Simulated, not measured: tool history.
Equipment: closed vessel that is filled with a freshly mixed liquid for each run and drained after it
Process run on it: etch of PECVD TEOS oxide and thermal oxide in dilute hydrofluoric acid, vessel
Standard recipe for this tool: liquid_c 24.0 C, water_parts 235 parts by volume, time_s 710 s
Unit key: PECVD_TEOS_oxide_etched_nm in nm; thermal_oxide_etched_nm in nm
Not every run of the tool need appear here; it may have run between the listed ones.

run	day	liquid_c	water_parts	time_s	wafers since the last listed run	hours since the thermometer was replaced	hours since the hydrofluoric acid flow meter was replaced	hours since the gauge calibration	read-back film thickness of the PECVD TEOS oxide reference wafer, read on the same gauge (nm)	read-back film thickness of the thermal oxide reference wafer, read on the same gauge (nm)	PECVD_TEOS_oxide_etched_nm	thermal_oxide_etched_nm
1	0.000	24.0	235	710	0	2087.9	1406.1	639.2	150.04	99.99	26.78	12.41
2	1.967	24.0	235	710	3708	2135.1	1453.3	686.4	149.99	99.99	26.56	12.43
3	3.883	24.0	235	710	3614	2181.1	1499.3	732.4	150.00	100.00	26.63	12.46
4	5.825	24.0	235	710	3661	2227.7	1545.9	779.0	150.00	99.99	26.75	12.39
5	8.183	24.0	235	710	4446	2284.3	1602.5	835.6	150.04	100.02	26.60	12.40
6	11.162	24.0	235	710	5617	2355.8	1674.0	907.1	150.00	100.01	26.77	12.45
7	12.800	24.0	235	710	3087	2395.1	1713.3	946.4	150.01	100.01	26.84	12.44
8	15.158	24.0	235	710	4446	2451.7	1769.9	1003.0	149.99	99.98	26.55	12.48
9	17.346	24.0	170	475	4124	2504.2	1822.4	1055.5	150.03	100.02	26.77	12.37
10	18.579	24.0	170	475	2325	2533.8	1852.0	1085.1	150.04	100.01	26.72	12.39
# day 19.967: gauge calibrated
11	20.846	24.0	300	320	4274	2588.2	1906.4	21.1	149.99	100.03	8.78	4.10
# day 22.421: hydrofluoric acid flow meter replaced
12	22.479	24.0	235	870	3001	2627.4	1.4	60.3	149.96	100.02	34.76	16.06
13	25.412	26.0	235	345	5531	2697.8	71.8	130.7	149.98	99.99	14.77	6.83
14	27.971	24.0	135	710	4823	2759.2	133.2	192.1	149.99	100.01	55.37	25.72
15	29.150	22.5	235	710	2223	2787.5	161.5	220.4	150.01	100.01	26.82	12.43
16	31.888	24.0	235	870	5161	2853.2	227.2	286.1	149.98	100.00	34.37	16.10
# day 33.925: thermometer replaced
17	34.038	21.5	235	590	3975	2.7	278.8	337.7	149.96	99.99	19.49	9.24
18	36.021	22.0	235	710	3739	50.3	326.4	385.3	149.99	99.99	24.37	11.28
19	37.917	24.0	315	580	3574	95.8	371.9	430.8	149.98	100.00	14.67	6.87
20	39.367	19.5	235	420	2734	130.6	406.7	465.6	150.02	100.02	13.12	6.07
21	47.892	24.0	235	710	16074	335.2	611.3	670.2	149.98	99.99	26.47	12.16

Each row is a separate what-if for the run after 21, all from the same tool condition, not one after another. Results?
A	47.925	28.5	235	710	62	336.0	612.1	671.0	?	?	?	?
B	47.925	20.5	195	590	62	336.0	612.1	671.0	?	?	?	?
C	47.925	24.0	190	710	62	336.0	612.1	671.0	?	?	?	?

run	read-back film thickness of the PECVD TEOS oxide reference wafer, read on the same gauge (nm)	read-back film thickness of the thermal oxide reference wafer, read on the same gauge (nm)	PECVD_TEOS_oxide_etched_nm	thermal_oxide_etched_nm
A	150.01	99.99	30.33	14.28
B	150.01	99.99	23.79	11.20
C	150.01	99.99	33.68	15.86
With no hidden state in the tool, these same runs would have given:
run	PECVD_TEOS_oxide_etched_nm	thermal_oxide_etched_nm
A	30.10	14.17
B	23.51	11.07
C	33.33	15.69
